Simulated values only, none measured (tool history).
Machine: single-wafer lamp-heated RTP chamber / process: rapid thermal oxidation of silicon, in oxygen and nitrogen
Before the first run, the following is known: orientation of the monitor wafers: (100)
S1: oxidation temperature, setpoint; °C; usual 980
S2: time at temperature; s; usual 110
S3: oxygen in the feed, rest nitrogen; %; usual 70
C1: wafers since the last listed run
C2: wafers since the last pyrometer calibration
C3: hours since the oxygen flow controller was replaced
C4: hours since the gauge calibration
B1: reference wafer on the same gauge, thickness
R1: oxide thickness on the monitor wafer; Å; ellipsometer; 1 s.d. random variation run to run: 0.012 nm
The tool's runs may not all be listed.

{"run": 1, "day": 0.0, "S1": 956, "S2": 110, "S3": 70, "C1": 0, "C2": 3616, "C3": 3237.2, "C4": 432.1, "B1": 6.27, "R1": 46.83}
{"run": 2, "day": 1.4, "S1": 956, "S2": 110, "S3": 70, "C1": 301, "C2": 3918, "C3": 3270.8, "C4": 465.7, "B1": 6.27, "R1": 47.01}
{"run": 3, "day": 2.346, "S1": 956, "S2": 110, "S3": 70, "C1": 203, "C2": 4122, "C3": 3293.5, "C4": 488.4, "B1": 6.271, "R1": 46.92}
{"run": 4, "day": 3.812, "S1": 980, "S2": 110, "S3": 70, "C1": 316, "C2": 4438, "C3": 3328.7, "C4": 523.6, "B1": 6.27, "R1": 56.35}
{"run": 5, "day": 4.875, "S1": 980, "S2": 110, "S3": 70, "C1": 229, "C2": 4667, "C3": 3354.2, "C4": 549.1, "B1": 6.269, "R1": 56.36}
{"run": 6, "day": 5.95, "S1": 980, "S2": 110, "S3": 70, "C1": 231, "C2": 4899, "C3": 3380.0, "C4": 574.9, "B1": 6.269, "R1": 56.64}
{"day": 6.208, "done": "gauge calibrated"}
{"run": 7, "day": 7.079, "S1": 980, "S2": 110, "S3": 70, "C1": 243, "C2": 5143, "C3": 3407.1, "C4": 20.9, "B1": 6.269, "R1": 56.69}
{"run": 8, "day": 8.408, "S1": 980, "S2": 110, "S3": 70, "C1": 286, "C2": 5429, "C3": 3439.0, "C4": 52.8, "B1": 6.27, "R1": 56.59}
{"run": 9, "day": 9.558, "S1": 980, "S2": 110, "S3": 70, "C1": 247, "C2": 5677, "C3": 3466.6, "C4": 80.4, "B1": 6.267, "R1": 56.72}
{"day": 10.329, "done": "oxygen flow controller replaced"}
{"run": 10, "day": 10.729, "S1": 980, "S2": 110, "S3": 70, "C1": 180, "C2": 5858, "C3": 9.6, "C4": 108.5, "B1": 6.27, "R1": 56.85}
{"run": 11, "day": 11.646, "S1": 980, "S2": 110, "S3": 70, "C1": 197, "C2": 6055, "C3": 31.6, "C4": 130.5, "B1": 6.268, "R1": 56.97}
{"run": 12, "day": 12.696, "S1": 980, "S2": 110, "S3": 70, "C1": 226, "C2": 6282, "C3": 56.8, "C4": 155.7, "B1": 6.269, "R1": 56.82}
{"day": 13.512, "done": "pyrometer window cleaned and pyrometer calibrated"}
{"run": 13, "day": 13.533, "S1": 980, "S2": 110, "S3": 70, "C1": 108, "C2": 4, "C3": 76.9, "C4": 175.8, "B1": 6.269, "R1": 55.85}
{"run": 14, "day": 13.938, "S1": 980, "S2": 110, "S3": 70, "C1": 87, "C2": 91, "C3": 86.6, "C4": 185.5, "B1": 6.27, "R1": 55.68}
{"run": 15, "day": 15.404, "S1": 980, "S2": 110, "S3": 70, "C1": 316, "C2": 407, "C3": 121.8, "C4": 220.7, "B1": 6.27, "R1": 55.69}
{"run": 16, "day": 16.4, "S1": 993, "S2": 140, "S3": 96, "C1": 214, "C2": 622, "C3": 145.7, "C4": 244.6, "B1": 6.273, "R1": 76.84}
{"run": 17, "day": 17.638, "S1": 980, "S2": 133, "S3": 94, "C1": 266, "C2": 889, "C3": 175.4, "C4": 274.3, "B1": 6.269, "R1": 67.44}
{"run": 18, "day": 18.767, "S1": 1002, "S2": 110, "S3": 56, "C1": 243, "C2": 1132, "C3": 202.5, "C4": 301.4, "B1": 6.269, "R1": 60.59}
{"run": 19, "day": 19.9, "S1": 980, "S2": 110, "S3": 70, "C1": 244, "C2": 1377, "C3": 229.7, "C4": 328.6, "B1": 6.269, "R1": 55.88}
{"run": 20, "day": 20.508, "S1": 980, "S2": 140, "S3": 70, "C1": 131, "C2": 1508, "C3": 244.3, "C4": 343.2, "B1": 6.272, "R1": 61.98}
{"run": 21, "day": 21.225, "S1": 998, "S2": 110, "S3": 98, "C1": 154, "C2": 1662, "C3": 261.5, "C4": 360.4, "B1": 6.27, "R1": 72.02}
{"run": 22, "day": 22.267, "S1": 980, "S2": 154, "S3": 70, "C1": 224, "C2": 1887, "C3": 286.5, "C4": 385.4, "B1": 6.273, "R1": 65.19}
{"run": 23, "day": 23.5, "S1": 980, "S2": 110, "S3": 70, "C1": 265, "C2": 2153, "C3": 316.1, "C4": 415.0, "B1": 6.272, "R1": 55.9}
{"day": 24.458, "done": "gauge calibrated"}
{"run": 24, "day": 24.558, "S1": 980, "S2": 110, "S3": 70, "C1": 228, "C2": 2381, "C3": 341.5, "C4": 2.4, "B1": 6.267, "R1": 55.86}
{"run": 25, "day": 25.883, "S1": 950, "S2": 135, "S3": 96, "C1": 285, "C2": 2667, "C3": 373.3, "C4": 34.2, "B1": 6.27, "R1": 54.29}
{"run": 26, "day": 27.05, "S1": 980, "S2": 76, "S3": 78, "C1": 251, "C2": 2918, "C3": 401.3, "C4": 62.2, "B1": 6.271, "R1": 49.5}
{"run": 27, "day": 28.367, "S1": 980, "S2": 110, "S3": 70, "C1": 283, "C2": 3202, "C3": 432.9, "C4": 93.8, "B1": 6.272, "R1": 56.03}
{"run": 28, "day": 29.475, "S1": 992, "S2": 126, "S3": 98, "C1": 238, "C2": 3441, "C3": 459.5, "C4": 120.4, "B1": 6.27, "R1": 73.63}
{"run": 29, "day": 30.208, "S1": 996, "S2": 110, "S3": 98, "C1": 158, "C2": 3599, "C3": 477.1, "C4": 138.0, "B1": 6.269, "R1": 71.3}
{"run": 30, "day": 30.729, "S1": 968, "S2": 155, "S3": 70, "C1": 112, "C2": 3712, "C3": 489.6, "C4": 150.5, "B1": 6.268, "R1": 59.68}
{"run": 31, "day": 32.204, "S1": 980, "S2": 68, "S3": 85, "C1": 318, "C2": 4030, "C3": 525.0, "C4": 185.9, "B1": 6.271, "R1": 48.51}

For each run, the measured value with the value that run would have given without the tool's hidden condition subtracted. The run-to-run variation is shared by both, the gauge scatter possibly not:
Hidden state at play: true wafer temperature minus pyrometer reading, K; deviation of the oxygen flow from its setpoint, %; gauge reads high (%).
run=1 R1=+0.38
run=2 R1=+0.43
run=3 R1=+0.47
run=4 R1=+0.64
run=5 R1=+0.70
run=6 R1=+0.78
run=7 R1=+0.85
run=8 R1=+0.93
run=9 R1=+1.02
run=10 R1=+1.10
run=11 R1=+1.17
run=12 R1=+1.25
run=13 R1=+0.12
run=14 R1=+0.11
run=15 R1=+0.12
run=16 R1=+0.18
run=17 R1=+0.17
run=18 R1=+0.16
run=19 R1=+0.17
run=20 R1=+0.21
run=21 R1=+0.25
run=22 R1=+0.26
run=23 R1=+0.25
run=24 R1=+0.28
run=25 R1=+0.33
run=26 R1=+0.31
run=27 R1=+0.41
run=28 R1=+0.61
run=29 R1=+0.63
run=30 R1=+0.56
run=31 R1=+0.49
